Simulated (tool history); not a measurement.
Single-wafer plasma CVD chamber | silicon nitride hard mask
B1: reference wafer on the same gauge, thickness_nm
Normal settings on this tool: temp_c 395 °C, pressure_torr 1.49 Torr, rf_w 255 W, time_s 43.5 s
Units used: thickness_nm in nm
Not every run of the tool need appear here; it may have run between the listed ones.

{"run": 1, "day": 0.0, "temp_c": 395, "pressure_torr": 1.49, "rf_w": 255, "time_s": 43.5, "B1": 47.85, "thickness_nm": 38.862}
{"run": 2, "day": 1.158, "temp_c": 395, "pressure_torr": 1.49, "rf_w": 280, "time_s": 43.5, "B1": 47.817, "thickness_nm": 42.343}
{"run": 3, "day": 3.371, "temp_c": 395, "pressure_torr": 1.49, "rf_w": 280, "time_s": 43.5, "B1": 47.8, "thickness_nm": 42.302}
{"run": 4, "day": 4.733, "temp_c": 395, "pressure_torr": 1.49, "rf_w": 225, "time_s": 49, "B1": 47.84, "thickness_nm": 38.177}
{"run": 5, "day": 6.162, "temp_c": 395, "pressure_torr": 1.49, "rf_w": 225, "time_s": 43.5, "B1": 47.829, "thickness_nm": 34.054}
{"run": 6, "day": 7.658, "temp_c": 395, "pressure_torr": 1.49, "rf_w": 225, "time_s": 43.5, "B1": 47.776, "thickness_nm": 33.676}
{"run": 7, "day": 9.696, "temp_c": 395, "pressure_torr": 1.49, "rf_w": 225, "time_s": 43.5, "B1": 47.747, "thickness_nm": 33.891}
{"run": 8, "day": 12.229, "temp_c": 395, "pressure_torr": 1.49, "rf_w": 270, "time_s": 43.5, "B1": 47.752, "thickness_nm": 40.865}
{"run": 9, "day": 13.667, "temp_c": 395, "pressure_torr": 1.49, "rf_w": 270, "time_s": 43.5, "B1": 47.725, "thickness_nm": 40.542}
{"run": 10, "day": 16.45, "temp_c": 395, "pressure_torr": 1.49, "rf_w": 255, "time_s": 43.5, "B1": 47.836, "thickness_nm": 38.439}
{"day": 16.783, "done": "capacitance manometer re-zeroed and calibrated"}
{"run": 11, "day": 18.275, "temp_c": 395, "pressure_torr": 1.49, "rf_w": 225, "time_s": 43.5, "B1": 47.742, "thickness_nm": 33.759}
{"run": 12, "day": 19.846, "temp_c": 403, "pressure_torr": 1.49, "rf_w": 305, "time_s": 43.5, "B1": 47.731, "thickness_nm": 45.124}
{"day": 21.208, "done": "gauge calibrated"}
{"run": 13, "day": 22.483, "temp_c": 395, "pressure_torr": 1.49, "rf_w": 255, "time_s": 43.5, "B1": 47.755, "thickness_nm": 38.166}
{"run": 14, "day": 24.433, "temp_c": 406, "pressure_torr": 1.49, "rf_w": 305, "time_s": 43.5, "B1": 47.902, "thickness_nm": 44.693}
{"day": 25.617, "done": "RF generator calibrated"}
{"day": 25.646, "done": "showerhead replaced"}
{"run": 15, "day": 26.962, "temp_c": 402, "pressure_torr": 1.38, "rf_w": 255, "time_s": 43.5, "B1": 47.83, "thickness_nm": 38.62}
{"day": 32.9, "done": "thermocouple changed; heater temperature recalibrated"}
{"run": 16, "day": 33.308, "temp_c": 380, "pressure_torr": 1.49, "rf_w": 255, "time_s": 51.1, "B1": 47.766, "thickness_nm": 46.9}
{"run": 17, "day": 34.792, "temp_c": 395, "pressure_torr": 1.49, "rf_w": 255, "time_s": 35.9, "B1": 47.719, "thickness_nm": 32.955}
{"run": 18, "day": 36.421, "temp_c": 383, "pressure_torr": 1.34, "rf_w": 220, "time_s": 40.3, "B1": 47.824, "thickness_nm": 30.627}
{"run": 19, "day": 38.008, "temp_c": 384, "pressure_torr": 1.72, "rf_w": 205, "time_s": 46.4, "B1": 47.778, "thickness_nm": 35.032}
{"run": 20, "day": 40.654, "temp_c": 395, "pressure_torr": 1.49, "rf_w": 255, "time_s": 43.5, "B1": 47.755, "thickness_nm": 39.448}
{"run": 21, "day": 43.521, "temp_c": 395, "pressure_torr": 1.49, "rf_w": 290, "time_s": 40, "B1": 47.75, "thickness_nm": 40.77}

5 options for the next run, each taken on its own from the tool as it stands now. Forecast them:
{"run": "A", "day": 43.538, "temp_c": 395, "pressure_torr": 1.49, "rf_w": 255, "time_s": 43.5, "B1": "?", "thickness_nm": "?"}
{"run": "B", "day": 43.538, "temp_c": 395, "pressure_torr": 1.49, "rf_w": 240, "time_s": 35, "B1": "?", "thickness_nm": "?"}
{"run": "C", "day": 43.538, "temp_c": 395, "pressure_torr": 1.49, "rf_w": 255, "time_s": 49, "B1": "?", "thickness_nm": "?"}
{"run": "D", "day": 43.538, "temp_c": 395, "pressure_torr": 1.49, "rf_w": 255, "time_s": 38.3, "B1": "?", "thickness_nm": "?"}
{"run": "E", "day": 43.538, "temp_c": 383, "pressure_torr": 1.13, "rf_w": 255, "time_s": 43.5, "B1": "?", "thickness_nm": "?"}

run=A B1=47.768 thickness_nm=39.523
run=B B1=47.768 thickness_nm=29.969
run=C B1=47.768 thickness_nm=44.509
run=D B1=47.768 thickness_nm=34.808
run=E B1=47.768 thickness_nm=36.13
Without the tool's unlogged condition, the same runs would have read:
run=A thickness_nm=40.156
run=B thickness_nm=30.457
run=C thickness_nm=45.222
run=D thickness_nm=35.365
run=E thickness_nm=36.708
